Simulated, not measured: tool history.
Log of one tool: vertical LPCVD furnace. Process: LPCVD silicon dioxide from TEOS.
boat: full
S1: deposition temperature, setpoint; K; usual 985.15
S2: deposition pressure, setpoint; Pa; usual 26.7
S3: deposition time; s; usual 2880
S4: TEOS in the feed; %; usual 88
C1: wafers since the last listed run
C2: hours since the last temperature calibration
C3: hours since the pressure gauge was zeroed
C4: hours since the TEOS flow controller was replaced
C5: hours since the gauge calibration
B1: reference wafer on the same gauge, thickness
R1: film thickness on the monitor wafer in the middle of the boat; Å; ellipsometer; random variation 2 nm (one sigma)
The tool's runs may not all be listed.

run   hour      S1    S2    S3  S4   C1      C2      C3      C4     C5      B1      R1
  1      0  985.15  26.7  2880  88    0  3152.4  3937.1  3944.2  159.1  404.89  3970.5
  2   15.2  985.15  26.7  2880  88  211  3167.6  3952.3  3959.4  174.3  404.21  3947.3
      50.9  -- pressure gauge zeroed
  3   51.4  985.15  26.7  2880  88  170  3203.8     0.5  3995.6  210.5  404.37    3950
  4   56.3  985.15  26.7  2880  88   68  3208.7     5.4  4000.5  215.4   404.8  3963.5
  5   71.5  985.15  26.7  2880  88  211  3223.9    20.6  4015.7  230.6  405.35  3943.4
  6   81.8  985.15  26.7  2880  88  143  3234.2    30.9    4026  240.9  404.38  3919.6
  7  100.5  985.15  26.7  2880  88  260  3252.9    49.6  4044.7  259.6  404.64  3945.1
     135.7  -- thermocouples replaced and temperature profile calibrated
       154  -- TEOS flow controller replaced
  8  154.5  985.15  26.7  2880  88  163    18.8   103.6     0.5  313.6  404.85  3964.2
  9  159.4  988.15    30  2880  88   68    23.7   108.5     5.4  318.5  404.34  4463.9
 10  164.3  985.15  26.7  2880  88   68    28.6   113.4    10.3  323.4  404.89  3963.3
 11  170.3  978.15  26.7  2880  93   83    34.6   119.4    16.3  329.4  405.12  3496.5
 12  179.1  985.15  31.3  3900  81  122    43.4   128.2    25.1  338.2  405.66    5535
 13  188.5  985.15  26.7  2070  75  131    52.8   137.6    34.5  347.6  404.78  2603.5
 14  208.6  985.15  26.7  2880  88  280    72.9   157.7    54.6  367.7  404.54  3969.7
 15  222.2  985.15  26.7  2880  88  189    86.5   171.3    68.2  381.3  404.71  3944.1
     227.1  -- gauge calibrated
 16  233.7  985.15  26.7  3480  88  160      98   182.8    79.7    6.6  405.28  4815.8
 17  241.2  985.15  26.7  3450  88  104   105.5   190.3    87.2   14.1  404.91    4693
 18  260.2  985.15  29.3  2880  88  264   124.5   209.3   106.2   33.1  404.52  4156.9
 19  269.7  976.15  26.7  4020  88  132     134   218.8   115.7   42.6  405.44    4547
 20  281.2  985.15  22.7  2880  73  160   145.5   230.3   127.2   54.1  404.97  3342.1
 21    301  990.15  32.7  2880  97  276   165.3   250.1     147   73.9  405.09  5154.1
 22  342.9  978.15  26.7  2880  80  584   207.2     292   188.9  115.8  405.15  3212.8
 23  362.6  993.15  21.3  1740  88  274   226.9   311.7   208.6  135.5  405.13  2543.4
 24  376.4  985.15  23.3  3810  75  192   240.7   325.5   222.4  149.3   405.2  4542.6
 25  388.5  985.15  26.7  2340  83  168   252.8   337.6   234.5  161.4  404.62  3122.4
 26    406  980.15  26.7  3630  97  243   270.3   355.1     252  178.9  405.22  4654.7
 27  429.8  985.15  26.7  2880  88  331   294.1   378.9   275.8  202.7  405.42  3944.4
 28  437.6  974.15  24.7  2880  97  108   301.9   386.7   283.6  210.5  405.77  3101.2
 29  453.7  985.15  22.7  2880  88  224     318   402.8   299.7  226.6  404.63  3643.4
 30  469.4  989.15  26.7  2880  88  218   333.7   418.5   315.4  242.3  404.75  4329.2

How the hidden state differs across the entries between the runs, from the last listed run before each to the first after it:
Between runs 2 and 3: pressure gauge zeroed (hour 50.9)
  no hidden state differs between the two runs
Between runs 7 and 8: thermocouples replaced and temperature profile calibrated (hour 135.7); TEOS flow controller replaced (hour 154)
  no hidden state differs between the two runs
Between runs 15 and 16: gauge calibrated (hour 227.1)
  no hidden state differs between the two runs
